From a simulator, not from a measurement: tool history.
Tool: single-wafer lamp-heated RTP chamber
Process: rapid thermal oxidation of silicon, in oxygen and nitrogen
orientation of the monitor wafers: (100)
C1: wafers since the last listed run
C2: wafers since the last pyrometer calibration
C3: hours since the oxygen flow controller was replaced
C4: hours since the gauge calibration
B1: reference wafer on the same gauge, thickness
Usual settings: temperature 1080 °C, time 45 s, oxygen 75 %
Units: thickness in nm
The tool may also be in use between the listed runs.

{"run": 1, "day": 0.0, "temperature": 1080, "time": 60, "oxygen": 75, "C1": 0, "C2": 4160, "C3": 678.2, "C4": 899.0, "B1": 9.565, "thickness": 9.719}
{"run": 2, "day": 2.4, "temperature": 1086, "time": 45, "oxygen": 75, "C1": 435, "C2": 4595, "C3": 735.8, "C4": 956.6, "B1": 9.553, "thickness": 8.883}
{"run": 3, "day": 5.588, "temperature": 1080, "time": 45, "oxygen": 75, "C1": 578, "C2": 5173, "C3": 812.3, "C4": 1033.1, "B1": 9.566, "thickness": 8.581}
{"run": 4, "day": 8.383, "temperature": 1080, "time": 54, "oxygen": 75, "C1": 507, "C2": 5680, "C3": 879.4, "C4": 1100.2, "B1": 9.559, "thickness": 9.356}
{"day": 11.204, "done": "pyrometer window cleaned and pyrometer calibrated"}
{"run": 5, "day": 12.533, "temperature": 1080, "time": 54, "oxygen": 75, "C1": 692, "C2": 241, "C3": 979.0, "C4": 1199.8, "B1": 9.547, "thickness": 8.973}
{"run": 6, "day": 16.488, "temperature": 1080, "time": 54, "oxygen": 75, "C1": 717, "C2": 958, "C3": 1073.9, "C4": 1294.7, "B1": 9.555, "thickness": 9.021}
{"run": 7, "day": 20.788, "temperature": 1080, "time": 39, "oxygen": 98, "C1": 780, "C2": 1738, "C3": 1177.1, "C4": 1397.9, "B1": 9.571, "thickness": 8.675}
{"run": 8, "day": 24.062, "temperature": 1080, "time": 39, "oxygen": 98, "C1": 594, "C2": 2332, "C3": 1255.7, "C4": 1476.5, "B1": 9.557, "thickness": 8.685}
{"run": 9, "day": 26.062, "temperature": 1080, "time": 39, "oxygen": 98, "C1": 362, "C2": 2695, "C3": 1303.7, "C4": 1524.5, "B1": 9.559, "thickness": 8.699}
{"run": 10, "day": 29.946, "temperature": 1080, "time": 45, "oxygen": 75, "C1": 704, "C2": 3400, "C3": 1396.9, "C4": 1617.7, "B1": 9.562, "thickness": 8.492}
{"run": 11, "day": 32.975, "temperature": 1080, "time": 45, "oxygen": 75, "C1": 549, "C2": 3949, "C3": 1469.6, "C4": 1690.4, "B1": 9.562, "thickness": 8.502}
{"run": 12, "day": 36.15, "temperature": 1080, "time": 45, "oxygen": 75, "C1": 575, "C2": 4525, "C3": 1545.8, "C4": 1766.6, "B1": 9.557, "thickness": 8.526}
{"day": 36.754, "done": "pyrometer window cleaned and pyrometer calibrated"}
{"run": 13, "day": 39.012, "temperature": 1080, "time": 45, "oxygen": 75, "C1": 458, "C2": 409, "C3": 1614.5, "C4": 1835.3, "B1": 9.561, "thickness": 8.332}
{"run": 14, "day": 42.188, "temperature": 1080, "time": 45, "oxygen": 75, "C1": 575, "C2": 985, "C3": 1690.7, "C4": 1911.5, "B1": 9.56, "thickness": 8.386}
{"run": 15, "day": 44.967, "temperature": 1080, "time": 45, "oxygen": 75, "C1": 504, "C2": 1489, "C3": 1757.4, "C4": 1978.2, "B1": 9.559, "thickness": 8.405}
{"run": 16, "day": 48.829, "temperature": 1080, "time": 45, "oxygen": 75, "C1": 700, "C2": 2190, "C3": 1850.1, "C4": 2070.9, "B1": 9.565, "thickness": 8.424}
{"run": 17, "day": 50.65, "temperature": 1092, "time": 34, "oxygen": 49, "C1": 330, "C2": 2520, "C3": 1893.8, "C4": 2114.6, "B1": 9.557, "thickness": 6.984}
{"run": 18, "day": 52.242, "temperature": 1080, "time": 45, "oxygen": 75, "C1": 288, "C2": 2809, "C3": 1932.0, "C4": 2152.8, "B1": 9.562, "thickness": 8.445}
{"run": 19, "day": 56.421, "temperature": 1090, "time": 45, "oxygen": 96, "C1": 758, "C2": 3567, "C3": 2032.3, "C4": 2253.1, "B1": 9.565, "thickness": 9.911}
{"run": 20, "day": 58.896, "temperature": 1080, "time": 54, "oxygen": 75, "C1": 449, "C2": 4016, "C3": 2091.7, "C4": 2312.5, "B1": 9.557, "thickness": 9.219}
{"run": 21, "day": 61.162, "temperature": 1100, "time": 30, "oxygen": 56, "C1": 411, "C2": 4428, "C3": 2146.1, "C4": 2366.9, "B1": 9.577, "thickness": 7.303}
{"run": 22, "day": 65.0, "temperature": 1080, "time": 45, "oxygen": 75, "C1": 696, "C2": 5124, "C3": 2238.2, "C4": 2459.0, "B1": 9.556, "thickness": 8.617}
{"run": 23, "day": 66.862, "temperature": 1104, "time": 24, "oxygen": 84, "C1": 337, "C2": 5462, "C3": 2282.9, "C4": 2503.7, "B1": 9.549, "thickness": 7.975}
{"day": 67.583, "done": "pyrometer window cleaned and pyrometer calibrated"}
{"run": 24, "day": 70.342, "temperature": 1080, "time": 45, "oxygen": 61, "C1": 570, "C2": 500, "C3": 2366.4, "C4": 2587.2, "B1": 9.552, "thickness": 7.734}
{"run": 25, "day": 73.308, "temperature": 1094, "time": 63, "oxygen": 75, "C1": 538, "C2": 1038, "C3": 2437.6, "C4": 2658.4, "B1": 9.558, "thickness": 10.597}
{"day": 73.342, "done": "gauge calibrated"}
{"run": 26, "day": 85.55, "temperature": 1093, "time": 26, "oxygen": 96, "C1": 2220, "C2": 3259, "C3": 2731.4, "C4": 293.0, "B1": 9.56, "thickness": 7.929}
{"run": 27, "day": 89.262, "temperature": 1089, "time": 65, "oxygen": 63, "C1": 673, "C2": 3933, "C3": 2820.5, "C4": 382.1, "B1": 9.558, "thickness": 10.006}
{"run": 28, "day": 91.512, "temperature": 1080, "time": 24, "oxygen": 45, "C1": 408, "C2": 4341, "C3": 2874.5, "C4": 436.1, "B1": 9.567, "thickness": 5.439}
{"run": 29, "day": 95.429, "temperature": 1080, "time": 45, "oxygen": 55, "C1": 710, "C2": 5051, "C3": 2968.5, "C4": 530.1, "B1": 9.551, "thickness": 7.673}
{"day": 96.971, "done": "oxygen flow controller replaced"}
{"run": 30, "day": 99.862, "temperature": 1105, "time": 57, "oxygen": 85, "C1": 743, "C2": 5795, "C3": 69.4, "C4": 636.5, "B1": 9.558, "thickness": 11.705}
{"day": 100.817, "done": "pyrometer window cleaned and pyrometer calibrated"}
{"run": 31, "day": 103.946, "temperature": 1103, "time": 45, "oxygen": 90, "C1": 680, "C2": 567, "C3": 167.4, "C4": 734.5, "B1": 9.557, "thickness": 10.272}
{"run": 32, "day": 108.371, "temperature": 1080, "time": 45, "oxygen": 60, "C1": 802, "C2": 1370, "C3": 273.6, "C4": 840.7, "B1": 9.557, "thickness": 7.735}
{"run": 33, "day": 114.904, "temperature": 1061, "time": 30, "oxygen": 75, "C1": 1185, "C2": 2555, "C3": 430.4, "C4": 997.5, "B1": 9.548, "thickness": 6.222}
{"run": 34, "day": 125.229, "temperature": 1080, "time": 45, "oxygen": 75, "C1": 1873, "C2": 4428, "C3": 678.2, "C4": 1245.3, "B1": 9.561, "thickness": 8.5}
{"run": 35, "day": 127.275, "temperature": 1062, "time": 26, "oxygen": 61, "C1": 371, "C2": 4800, "C3": 727.3, "C4": 1294.4, "B1": 9.564, "thickness": 5.55}
{"run": 36, "day": 130.404, "temperature": 1067, "time": 45, "oxygen": 98, "C1": 567, "C2": 5367, "C3": 802.4, "C4": 1369.5, "B1": 9.557, "thickness": 8.698}
{"day": 133.65, "done": "pyrometer window cleaned and pyrometer calibrated"}
{"run": 37, "day": 133.983, "temperature": 1053, "time": 62, "oxygen": 98, "C1": 588, "C2": 60, "C3": 888.3, "C4": 1455.4, "B1": 9.566, "thickness": 8.776}

Forecast each of these 4 alternatives for the next run:
{"run": "A", "day": 134.004, "temperature": 1080, "time": 45, "oxygen": 75, "C1": 3, "C2": 64, "C3": 888.8, "C4": 1455.9, "B1": "?", "thickness": "?"}
{"run": "B", "day": 134.004, "temperature": 1061, "time": 45, "oxygen": 75, "C1": 3, "C2": 64, "C3": 888.8, "C4": 1455.9, "B1": "?", "thickness": "?"}
{"run": "C", "day": 134.004, "temperature": 1105, "time": 45, "oxygen": 75, "C1": 3, "C2": 64, "C3": 888.8, "C4": 1455.9, "B1": "?", "thickness": "?"}
{"run": "D", "day": 134.004, "temperature": 1101, "time": 62, "oxygen": 67, "C1": 3, "C2": 64, "C3": 888.8, "C4": 1455.9, "B1": "?", "thickness": "?"}

run=A B1=9.560 thickness=8.278
run=B B1=9.560 thickness=7.300
run=C B1=9.560 thickness=9.711
run=D B1=9.560 thickness=10.481
Without the tool's hidden state the same runs would have given:
run=A thickness=8.271
run=B thickness=7.294
run=C thickness=9.703
run=D thickness=10.474

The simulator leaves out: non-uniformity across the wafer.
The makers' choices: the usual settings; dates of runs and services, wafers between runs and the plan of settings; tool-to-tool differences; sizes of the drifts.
